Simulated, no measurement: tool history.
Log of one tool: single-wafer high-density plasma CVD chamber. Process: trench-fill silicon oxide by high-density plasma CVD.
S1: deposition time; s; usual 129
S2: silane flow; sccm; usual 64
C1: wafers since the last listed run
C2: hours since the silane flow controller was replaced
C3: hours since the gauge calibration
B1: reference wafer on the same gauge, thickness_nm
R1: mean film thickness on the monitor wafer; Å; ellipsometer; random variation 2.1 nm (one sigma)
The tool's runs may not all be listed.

run    hour   S1  S2    C1      C2      C3       B1        R1
  1     0.0  129  64     0  3007.1  2092.8  812.071   8468.52
        7.9  -- gauge calibrated
  2    50.6  129  64   711  3057.7    42.7  812.183   8464.80
  3   143.9  129  64  1311  3151.0   136.0  812.000   8472.88
  4   198.2  121  64   763  3205.3   190.3  811.954   7959.85
  5   262.9  121  64   909  3270.0   255.0  812.364   7900.73
  6   341.4  113  64  1103  3348.5   333.5  812.063   7381.00
  7   447.2  113  64  1487  3454.3   439.3  811.695   7416.00
  8   617.7  113  64  2396  3624.8   609.8  812.090   7415.17
  9   690.9  129  59  1028  3698.0   683.0  812.245   7824.09
 10   832.6  129  59  1991  3839.7   824.7  811.886   7852.80
 11   880.7  129  59   676  3887.8   872.8  811.999   7815.30
 12   955.7  129  64  1054  3962.8   947.8  812.375   8488.21
 13  1058.0  129  73  1437  4065.1  1050.1  812.086   9689.21
 14  1128.2  129  73   986  4135.3  1120.3  811.856   9703.69
 15  1225.3  129  64  1364  4232.4  1217.4  812.055   8490.10
 16  1330.5  129  64  1478  4337.6  1322.6  811.900   8524.87
 17  1409.2  129  64  1106  4416.3  1401.3  811.873   8514.76
 18  1483.1  129  64  1038  4490.2  1475.2  812.300   8514.71
 19  1553.6  129  64   990  4560.7  1545.7  811.784   8542.88
     1609.5  -- silane flow controller replaced
 20  1644.1  129  64  1159    34.6  1636.2  811.666   8273.37
 21  1711.6  129  64   948   102.1  1703.7  812.095   8304.38
 22  1775.4  129  64   896   165.9  1767.5  812.043   8259.19
 23  1840.2  129  64   910   230.7  1832.3  812.391   8322.41
 24  1917.0  137  69  1079   307.5  1909.1  811.833   9513.05
 25  1999.2  129  64  1155   389.7  1991.3  811.982   8301.43
 26  2097.3  129  64  1378   487.8  2089.4  811.450   8278.92
 27  2145.9  129  58   683   536.4  2138.0  811.965   7508.49
 28  2304.0  148  70  2222   694.5  2296.1  812.039  10429.87
 29  2367.7  129  64   895   758.2  2359.8  812.408   8329.99
 30  2407.2  146  69   555   797.7  2399.3  812.445  10183.70
 31  2481.3  139  74  1041   871.8  2473.4  812.107  10384.18
 32  2524.3  110  54   604   914.8  2516.4  811.943   6004.39
 33  2615.5  119  72  1281  1006.0  2607.6  811.830   8677.20
     2680.5  -- gauge calibrated
 34  2721.9  109  64  1495  1112.4    41.4  812.266   7054.38
 35  2823.9  115  53  1433  1214.4   143.4  812.234   6180.32
 36  2899.0  111  64  1055  1289.5   218.5  812.118   7174.51
 37  2953.2  115  53   761  1343.7   272.7  812.181   6159.14
 38  3050.4  129  64  1366  1440.9   369.9  812.118   8394.26
 39  3108.0  108  64   809  1498.5   427.5  812.041   6989.33
 40  3181.7  145  67  1035  1572.2   501.2  811.743   9871.45
 41  3253.6  129  64  1010  1644.1   573.1  811.933   8363.36
 42  3342.6  107  52  1250  1733.1   662.1  812.033   5653.08
 43  3405.7  129  64   886  1796.2   725.2  812.018   8391.10
 44  3508.9  107  64  1450  1899.4   828.4  812.232   6959.47
 45  3561.1  129  64   733  1951.6   880.6  811.999   8394.36
 46  3609.3  129  51   677  1999.8   928.8  812.166   6728.39
 47  3675.4  144  60   929  2065.9   994.9  812.158   8810.77

Hidden state or all else? Some run-to-run changes of R1, split into what the settings, what came in and random variation would give without the hidden state, and what is left for the hidden state (with any gauge scatter that isn't in both results):
The hidden state here: delivered silane flow above the setpoint (%); gauge reads high (%).
Run 19 -> 20: silane flow controller replaced. R1 -269.51 Å: hidden state -240.34, all else -29.17.
Run 27 -> 28: S1 129 -> 148, S2 58 -> 70. R1 +2921.38 Å: hidden state +34.01, all else +2887.37.
Run 31 -> 32: S1 139 -> 110, S2 74 -> 54. R1 -4379.79 Å: hidden state -42.42, all else -4337.37.
Run 39 -> 40: S1 108 -> 145, S2 64 -> 67. R1 +2882.12 Å: hidden state +46.12, all else +2836.00.
Run 42 -> 43: S1 107 -> 129, S2 52 -> 64. R1 +2738.02 Å: hidden state +47.02, all else +2691.00.

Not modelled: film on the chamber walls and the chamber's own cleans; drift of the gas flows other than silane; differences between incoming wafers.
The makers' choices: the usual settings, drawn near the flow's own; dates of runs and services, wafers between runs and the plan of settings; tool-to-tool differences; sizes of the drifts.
